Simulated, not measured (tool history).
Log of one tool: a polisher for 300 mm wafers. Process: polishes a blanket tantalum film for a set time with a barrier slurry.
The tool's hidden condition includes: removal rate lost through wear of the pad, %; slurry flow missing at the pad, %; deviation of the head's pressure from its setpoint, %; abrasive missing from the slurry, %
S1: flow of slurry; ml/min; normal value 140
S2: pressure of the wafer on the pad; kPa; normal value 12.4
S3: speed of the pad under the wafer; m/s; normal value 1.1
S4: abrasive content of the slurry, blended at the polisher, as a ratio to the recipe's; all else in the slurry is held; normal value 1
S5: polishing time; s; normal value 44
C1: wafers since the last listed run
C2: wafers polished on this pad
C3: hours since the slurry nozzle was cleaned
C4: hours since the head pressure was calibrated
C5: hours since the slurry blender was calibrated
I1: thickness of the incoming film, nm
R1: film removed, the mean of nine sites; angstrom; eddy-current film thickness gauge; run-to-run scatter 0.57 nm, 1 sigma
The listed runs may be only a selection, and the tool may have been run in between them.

run   hour   S1    S2    S3    S4  S5   C1    C2     C3      C4     C5     I1   R1
  1      0  140  12.4   1.1  0.85  44    0   844    194  1225.1   91.9  311.6  659
  2   15.3  140  12.4   1.1  0.85  44  171  1015  209.3  1240.4  107.2  311.1  659
  3     46  140  12.4   1.1  0.85  44  343  1359    240  1271.1  137.9  310.7  656
      61.8  -- worn pad replaced by a new one
  4   74.3  140  12.4   1.1     1  44  271   139  268.3  1299.4  166.2    311  729
     102.5  -- slurry blender recalibrated
  5  108.1  140  12.4   1.1     1  44  355   495  302.1  1333.2    5.6  305.5  718
  6  126.6  140  12.4   1.1     1  44  206   702  320.6  1351.7   24.1  312.2  724
  7  161.2  140  12.4   1.1     1  44  386  1089  355.2  1386.3   58.7  315.5  708
     191.2  -- worn pad replaced by a new one
  8  196.2  140  13.8   1.1     1  44  346    56  390.2  1421.3   93.7  305.6  781
  9  227.7  140  13.8   1.1     1  44  352   408  421.7  1452.8  125.2  307.7  781
     276.4  -- head pressure recalibrated
 10  281.5  140  13.8   1.1     1  44  579   987  475.5     5.1    179  313.8  874
     309.7  -- slurry blender recalibrated
 11  314.2  140  12.4   1.1   0.8  44  343  1331  508.2    37.8    4.5  314.6  683
 12    331  140  12.4   1.1   0.8  44  187  1518    525    54.6   21.3  304.6  688
     338.9  -- worn pad replaced by a new one
 13  365.2  140  12.4  0.94     1  44  337   294  559.2    88.8   55.5  309.4  673
 14  396.2  140  15.2   1.1     1  44  346   640  590.2   119.8   86.5  308.9  956
     402.9  -- slurry nozzle cleaned
 15  416.8  125   9.7   1.1  1.25  40  219   860   13.9   140.4  107.1    316  623
 16  438.4  140  12.4   1.1     1  44  241  1101   35.5     162  128.7  308.5  788
 17  473.4  170   9.7   1.1     1  44  391  1493   70.5     197  163.7  306.8  660
     484.1  -- worn pad replaced by a new one
 18  489.9  140  12.4   1.1     1  44  139    65     87   213.5  180.2  310.3  790
 19  514.1   90  12.4   1.1   0.8  44  270   336  111.2   237.7  204.4  309.5  611
     529.8  -- slurry blender recalibrated
 20  539.4  140  12.4  0.94     1  44  260   596  136.5     263    9.6  303.4  672
 21  583.8  140  10.3   1.1     1  37  496  1093  180.9   307.4     54    308  561
 22  616.8  140  14.5   1.2   1.2  39  369  1462  213.9   340.4     87  304.1  953
     629.3  -- worn pad replaced by a new one
 23  641.4   95  10.3  0.92   0.9  44  230   135  238.5     365  111.6  312.9  478
 24  670.2  140  12.4   1.1     1  44  322   457  267.3   393.8  140.4    315  780

A few steps of R1 between consecutive runs. Split each: what settings, incoming material and random variation would produce without the hidden state, and what is left over for the hidden state, along with gauge scatter present in only one of the two compared results (measured, and without hidden state):
Run 7 -> 8: S2 12.4 -> 13.8, worn pad replaced by a new one. R1 +73 angstrom: hidden state -13, all else +86.
Run 9 -> 10: head pressure recalibrated. R1 +93 angstrom: hidden state +100, all else -7.
Run 21 -> 22: S2 10.3 -> 14.5, S3 1.1 -> 1.2, S4 1 -> 1.2, S5 37 -> 39. R1 +392 angstrom: hidden state +1, all else +391.
Run 22 -> 23: S1 140 -> 95, S2 14.5 -> 10.3, S3 1.2 -> 0.92, S4 1.2 -> 0.9, S5 39 -> 44, worn pad replaced by a new one. R1 -475 angstrom: hidden state -3, all else -472.
